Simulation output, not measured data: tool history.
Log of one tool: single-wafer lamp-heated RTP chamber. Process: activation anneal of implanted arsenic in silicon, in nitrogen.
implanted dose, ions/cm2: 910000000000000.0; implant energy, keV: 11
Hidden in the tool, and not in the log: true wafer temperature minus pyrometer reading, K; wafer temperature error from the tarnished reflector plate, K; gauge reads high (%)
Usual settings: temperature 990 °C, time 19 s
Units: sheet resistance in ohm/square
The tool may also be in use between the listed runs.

run   hour  temperature  time  wafers since the last listed run  wafers since the last pyrometer calibration  wafers since the reflector plate was cleaned  hours since the gauge calibration  read-back reference wafer on the same gauge, sheet resistance  sheet resistance
  1      0          990    19                                 0                                         1646                                          1646                              149.7                                                         127.09            150.22
  2     27          990    19                               712                                         2359                                          2359                              176.7                                                         126.97            149.36
      76.9  -- gauge calibrated
  3  132.9          970    19                              2794                                         5153                                          5153                                 56                                                         127.05            157.63
     147.3  -- reflector plate cleaned
  4  168.4          990    19                               725                                         5878                                           556                               91.5                                                          127.1            148.91
     184.3  -- pyrometer window cleaned and pyrometer calibrated
  5  197.8          990    23                               564                                          355                                          1121                              120.9                                                         127.24            148.14
  6  233.8          990    19                               949                                         1305                                          2070                              156.9                                                         127.21            150.31
  7  267.5          990    19                               889                                         2194                                          2960                              190.6                                                         127.04            149.95
  8  293.9          990    19                               696                                         2891                                          3656                                217                                                            127            149.05
     319.4  -- reflector plate cleaned
  9  319.9         1001    10                               474                                         3366                                            12                                243                                                         127.06            155.78
     322.6  -- gauge calibrated
 10    339          972    19                               503                                         3870                                           516                               16.4                                                          126.9            159.56
 11  371.1          974    16                               846                                         4717                                          1363                               48.5                                                         126.99            161.44
 12  389.2         1000    10                               477                                         5194                                          1841                               66.6                                                         127.04            155.21
 13  420.3          963    28                               820                                         6015                                          2661                               97.7                                                         126.91             156.2
     445.7  -- pyrometer window cleaned and pyrometer calibrated
 14  446.2          966     8                               472                                           14                                          3134                              123.6                                                         126.92            177.51

4 ways to go on from here, each from the tool as it stands after run 14. What would each give?
  A  446.6          990    13                                10                                           24                                          3144                                124                                                              ?                 ?
  B  446.6          964    10                                10                                           24                                          3144                                124                                                              ?                 ?
  C  446.6          965    19                                10                                           24                                          3144                                124                                                              ?                 ?
  D  446.6          990    27                                10                                           24                                          3144                                124                                                              ?                 ?

run  read-back reference wafer on the same gauge, sheet resistance  sheet resistance
  A                                                         126.94            158.27
  B                                                         126.94            175.22
  C                                                         126.94            165.09
  D                                                         126.94            144.71
Without the tool's hidden state the same runs would have given:
run  sheet resistance
  A            159.92
  B            176.78
  C            166.81
  D            146.56
